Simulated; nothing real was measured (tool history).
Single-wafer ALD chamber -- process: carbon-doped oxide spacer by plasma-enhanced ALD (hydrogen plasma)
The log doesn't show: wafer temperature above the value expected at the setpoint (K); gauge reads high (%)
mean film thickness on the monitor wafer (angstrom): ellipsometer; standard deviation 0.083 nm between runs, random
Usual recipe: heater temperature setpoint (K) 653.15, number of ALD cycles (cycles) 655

run	hour	heater temperature setpoint (K)	number of ALD cycles (cycles)	wafers since the last listed run	hours since the last thermocouple change	hours since the gauge calibration	read-back reference wafer on the same gauge, thickness_nm	mean film thickness on the monitor wafer (angstrom)
1	0	653.15	655	0	2608.3	23.7	29.715	330.78
2	16.4	653.15	655	12	2624.7	40.1	29.715	332.36
3	34.6	653.15	655	14	2642.9	58.3	29.775	330.68
4	47.1	653.15	655	9	2655.4	70.8	29.756	333.04
5	70.4	664.15	655	18	2678.7	94.1	29.806	334.57
6	93	664.15	655	17	2701.3	116.7	29.839	333.1
7	121	664.15	655	21	2729.3	144.7	29.846	333.08
8	150.8	653.15	655	23	2759.1	174.5	29.89	333.73
9	174.5	653.15	655	18	2782.8	198.2	29.904	335.34
10	209.8	663.15	655	27	2818.1	233.5	29.948	333.93
11	235.7	663.15	655	20	2844	259.4	29.991	334.43
12	263.2	663.15	655	21	2871.5	286.9	30.014	335.04
13	282.8	653.15	655	15	2891.1	306.5	30.039	336.31
14	297.1	648.15	564	11	2905.4	320.8	30.076	290.48
# hour 325.9: thermocouple changed; heater temperature recalibrated
15	326.4	653.15	655	16	0.5	350.1	30.068	337.24
16	421.6	653.15	655	74	95.7	445.3	30.186	335.8
17	451.9	666.15	593	23	126	475.6	30.2	306.03
18	474	653.15	546	17	148.1	497.7	30.263	281.29
19	491.3	660.15	691	13	165.4	515	30.264	357.7
# hour 518.9: gauge calibrated
20	526.2	663.15	545	27	200.3	7.3	29.634	275.84
21	553.1	663.15	528	20	227.2	34.2	29.686	266.6
22	575.8	638.15	562	17	249.9	56.9	29.704	284.9
23	588.4	646.15	655	9	262.5	69.5	29.742	332.43
24	610.3	658.15	690	17	284.4	91.4	29.757	349.95
25	632	653.15	655	16	306.1	113.1	29.772	333.34
26	659.3	663.15	655	21	333.4	140.4	29.816	333.68
27	682.9	645.15	655	18	357	164	29.825	332.14

Each run again, without the hidden state but with its own random variation kept:
run	mean film thickness on the monitor wafer (angstrom)
1	330.59
2	331.97
3	330.07
4	332.27
5	333.51
6	331.77
7	331.4
8	331.68
9	333
10	331.16
11	331.34
12	331.61
13	332.63
14	287.15
15	333.01
16	330.44
17	300.81
18	276.27
19	351.1
20	276.19
21	266.67
22	284.74
23	332.08
24	349.31
25	332.46
26	332.46
27	330.64
